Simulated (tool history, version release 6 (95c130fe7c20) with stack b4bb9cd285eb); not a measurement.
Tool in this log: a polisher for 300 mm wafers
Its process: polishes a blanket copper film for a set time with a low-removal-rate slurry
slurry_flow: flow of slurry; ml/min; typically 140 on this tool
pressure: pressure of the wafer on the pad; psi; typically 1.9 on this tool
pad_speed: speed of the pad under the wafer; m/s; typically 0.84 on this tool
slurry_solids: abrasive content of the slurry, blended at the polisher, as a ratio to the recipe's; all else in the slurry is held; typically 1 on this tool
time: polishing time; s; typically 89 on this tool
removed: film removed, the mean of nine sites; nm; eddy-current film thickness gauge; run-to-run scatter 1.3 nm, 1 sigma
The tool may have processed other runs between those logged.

| run | day | slurry_flow | pressure | pad_speed | slurry_solids | time | incoming thickness of the incoming film, nm | removed |
|---|---|---|---|---|---|---|---|---|
| 1 | 0 | 140 | 1.9 | 0.84 | 1 | 89 | 1242.2 | 155 |
|  | 0.492 | head pressure recalibrated |
| 2 | 1.379 | 140 | 1.9 | 0.84 | 1 | 89 | 1254 | 142.6 |
| 3 | 2.65 | 140 | 1.9 | 0.84 | 1 | 89 | 1248.9 | 141.8 |
|  | 3.296 | worn pad replaced by a new one |
| 4 | 3.796 | 140 | 1.9 | 0.84 | 1 | 89 | 1256 | 143.3 |
| 5 | 4.858 | 140 | 1.9 | 0.84 | 1 | 89 | 1243.3 | 142.5 |
| 6 | 5.954 | 140 | 2.1 | 0.62 | 1 | 89 | 1252.5 | 122.2 |
| 7 | 7.296 | 140 | 2.1 | 0.62 | 1 | 89 | 1228.5 | 122.3 |
| 8 | 8.05 | 140 | 2.1 | 0.62 | 1 | 89 | 1237.5 | 119.8 |
|  | 8.192 | slurry blender recalibrated |
| 9 | 8.579 | 140 | 1.9 | 0.56 | 1 | 89 | 1245.1 | 101.1 |
| 10 | 9.904 | 140 | 1.9 | 0.84 | 0.8 | 89 | 1270.4 | 136.6 |
|  | 10.271 | slurry nozzle cleaned |
| 11 | 11.162 | 140 | 1.9 | 0.84 | 1 | 89 | 1256.6 | 143.9 |
| 12 | 11.925 | 140 | 1.9 | 0.84 | 1.25 | 64 | 1257.6 | 109.1 |
|  | 13.062 | worn pad replaced by a new one, of another model than before |
| 13 | 13.35 | 140 | 1.9 | 0.84 | 1 | 89 | 1241.1 | 145.9 |
| 14 | 14.088 | 140 | 1.9 | 0.84 | 0.85 | 89 | 1248.3 | 139.4 |
| 15 | 15.125 | 140 | 2.5 | 0.84 | 1.2 | 78 | 1254.8 | 160.9 |
| 16 | 15.825 | 140 | 1.9 | 0.84 | 1 | 89 | 1251.9 | 145.2 |
| 17 | 16.454 | 100 | 1.9 | 1.02 | 1 | 65 | 1268.4 | 111.2 |
| 18 | 17.379 | 110 | 2.4 | 0.84 | 1 | 63 | 1247.8 | 120.2 |
| 19 | 18.688 | 125 | 2.4 | 1 | 1 | 89 | 1261.9 | 186.3 |
| 20 | 19.35 | 160 | 2.3 | 0.84 | 0.85 | 76 | 1251.8 | 140.8 |
| 21 | 20.004 | 140 | 1.3 | 0.96 | 0.7 | 80 | 1268.8 | 98.6 |
| 22 | 20.767 | 140 | 1.9 | 0.84 | 1 | 89 | 1263.5 | 144.4 |
|  | 21.538 | worn pad replaced by a new one |
| 23 | 21.558 | 100 | 1.9 | 0.84 | 0.75 | 89 | 1275.8 | 128.2 |
| 24 | 22.642 | 140 | 1.9 | 0.84 | 1 | 89 | 1254.8 | 147.3 |
|  | 22.754 | slurry blender recalibrated |
| 25 | 23.954 | 100 | 1.9 | 1.02 | 1 | 65 | 1230.3 | 111.7 |
| 26 | 24.95 | 140 | 2.2 | 0.62 | 1.15 | 114 | 1243.3 | 189.4 |
| 27 | 26.1 | 140 | 1.9 | 1.14 | 1 | 89 | 1238.1 | 169.9 |

Run 28 comes next. What will it give?
| 28 | 27.158 | 140 | 1.9 | 0.84 | 1 | 89 | 1237.7 | ? |

Logged for run 28: removed 146.9 nm.
On a tool with no hidden condition, and with the same random variation, this run would have come out at removed 142.3 nm.
